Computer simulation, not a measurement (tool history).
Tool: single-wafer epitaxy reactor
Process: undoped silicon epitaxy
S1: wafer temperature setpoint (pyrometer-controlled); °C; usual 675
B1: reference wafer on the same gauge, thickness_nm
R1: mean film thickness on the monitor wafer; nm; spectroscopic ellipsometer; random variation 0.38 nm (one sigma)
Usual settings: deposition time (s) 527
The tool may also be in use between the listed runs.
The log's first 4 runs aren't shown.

Run 5, day 19.371: usual settings; B1 167.986. Result: R1 159.053 nm.
At day 21.246: pyrometer calibrated.
Run 6, day 21.458: usual settings; B1 167.990. Result: R1 161.001 nm.
Run 7, day 23.021: usual settings but S1 670 °C, deposition time (s) 456; B1 168.058. Result: R1 124.002 nm.
Run 8, day 27.071: usual settings but S1 670 °C, deposition time (s) 456; B1 168.004. Result: R1 123.588 nm.
Run 9, day 29.121: usual settings but S1 670 °C, deposition time (s) 456; B1 168.050. Result: R1 122.989 nm.
Run 10, day 32.750: usual settings but S1 664 °C, deposition time (s) 457; B1 167.973. Result: R1 106.353 nm.
Run 11, day 36.146: usual settings but S1 664 °C, deposition time (s) 457; B1 168.026. Result: R1 106.287 nm.
Run 12, day 38.604: usual settings but S1 669 °C; B1 167.952. Result: R1 138.204 nm.
Run 13, day 40.150: usual settings; B1 168.094. Result: R1 160.431 nm.
Run 14, day 43.188: usual settings; B1 168.037. Result: R1 158.974 nm.
Run 15, day 46.817: usual settings; B1 168.049. Result: R1 159.564 nm.
Run 16, day 50.362: usual settings; B1 167.935. Result: R1 159.295 nm.
Run 17, day 52.108: usual settings; B1 168.020. Result: R1 158.820 nm.
Run 18, day 53.858: usual settings but deposition time (s) 597; B1 168.034. Result: R1 180.544 nm.
Run 19, day 56.854: usual settings; B1 168.021. Result: R1 159.290 nm.
At day 68.467: pyrometer calibrated.
Run 20, day 68.800: usual settings but deposition time (s) 482; B1 168.091. Result: R1 147.186 nm.
Run 21, day 73.129: usual settings but S1 686 °C, deposition time (s) 454; B1 167.985. Result: R1 179.908 nm.
Run 22, day 77.254: usual settings but deposition time (s) 599; B1 167.995. Result: R1 182.946 nm.
Run 23, day 80.371: usual settings but S1 686 °C, deposition time (s) 628; B1 168.014. Result: R1 247.234 nm.
Run 24, day 84.096: usual settings; B1 168.024. Result: R1 160.826 nm.
Run 25, day 85.888: usual settings but S1 666 °C, deposition time (s) 577; B1 168.047. Result: R1 141.448 nm.

Forecast run 26:
Run 26, day 97.254: usual settings but deposition time (s) 436; B1 ?. Result: R1 ?.

B1: 167.970
R1: 132.323 nm
Without the tool's hidden state the same run would have given R1 133.172 nm.
